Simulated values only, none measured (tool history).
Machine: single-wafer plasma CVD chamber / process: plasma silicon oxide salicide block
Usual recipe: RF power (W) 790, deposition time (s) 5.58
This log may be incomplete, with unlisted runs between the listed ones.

| run | day | RF power (W) | deposition time (s) | read-back reference wafer on the same gauge, thickness_nm | mean film thickness on the monitor wafer (angstrom) |
|---|---|---|---|---|---|
| 1 | 0.000 | 790 | 5.58 | 58.510 | 615.61 |
| 2 | 2.738 | 665 | 5.86 | 58.505 | 611.08 |
| 3 | 4.433 | 665 | 5.86 | 58.481 | 610.40 |
| 4 | 5.912 | 665 | 5.86 | 58.538 | 611.62 |
| 5 | 7.283 | 790 | 5.58 | 58.441 | 611.01 |
| 6 | 10.875 | 790 | 5.58 | 58.459 | 611.48 |
| 7 | 13.433 | 790 | 5.58 | 58.478 | 608.60 |
| 8 | 14.621 | 790 | 5.58 | 58.474 | 608.69 |
| 9 | 16.592 | 915 | 5.30 | 58.533 | 601.00 |
|  | 18.167 | showerhead replaced |
| 10 | 18.312 | 790 | 4.68 | 58.482 | 508.58 |
| 11 | 19.850 | 790 | 4.54 | 58.512 | 490.07 |
|  | 20.058 | gauge calibrated |
| 12 | 21.438 | 790 | 6.24 | 58.517 | 676.49 |
|  | 22.292 | RF generator calibrated |
| 13 | 23.438 | 690 | 6.18 | 58.438 | 660.06 |
| 14 | 25.829 | 725 | 5.24 | 58.499 | 571.14 |
| 15 | 27.667 | 665 | 5.94 | 58.512 | 629.53 |
| 16 | 29.412 | 665 | 5.86 | 58.529 | 619.58 |
| 17 | 30.983 | 790 | 5.58 | 58.490 | 619.08 |

What if the next run were any one of these 5? Each begins from the tool's condition after run 17:
| A | 31.000 | 790 | 5.58 | ? | ? |
| B | 31.000 | 945 | 6.15 | ? | ? |
| C | 31.000 | 870 | 5.58 | ? | ? |
| D | 31.000 | 945 | 6.05 | ? | ? |
| E | 31.000 | 710 | 5.97 | ? | ? |

| run | read-back reference wafer on the same gauge, thickness_nm | mean film thickness on the monitor wafer (angstrom) |
|---|---|---|
| A | 58.519 | 624.18 |
| B | 58.519 | 725.03 |
| C | 58.519 | 642.06 |
| D | 58.519 | 713.24 |
| E | 58.519 | 647.29 |
Take away the tool's hidden state, keep each run's random variation, and the runs would have read:
| run | mean film thickness on the monitor wafer (angstrom) |
|---|---|
| A | 624.82 |
| B | 725.78 |
| C | 642.72 |
| D | 713.98 |
| E | 647.96 |
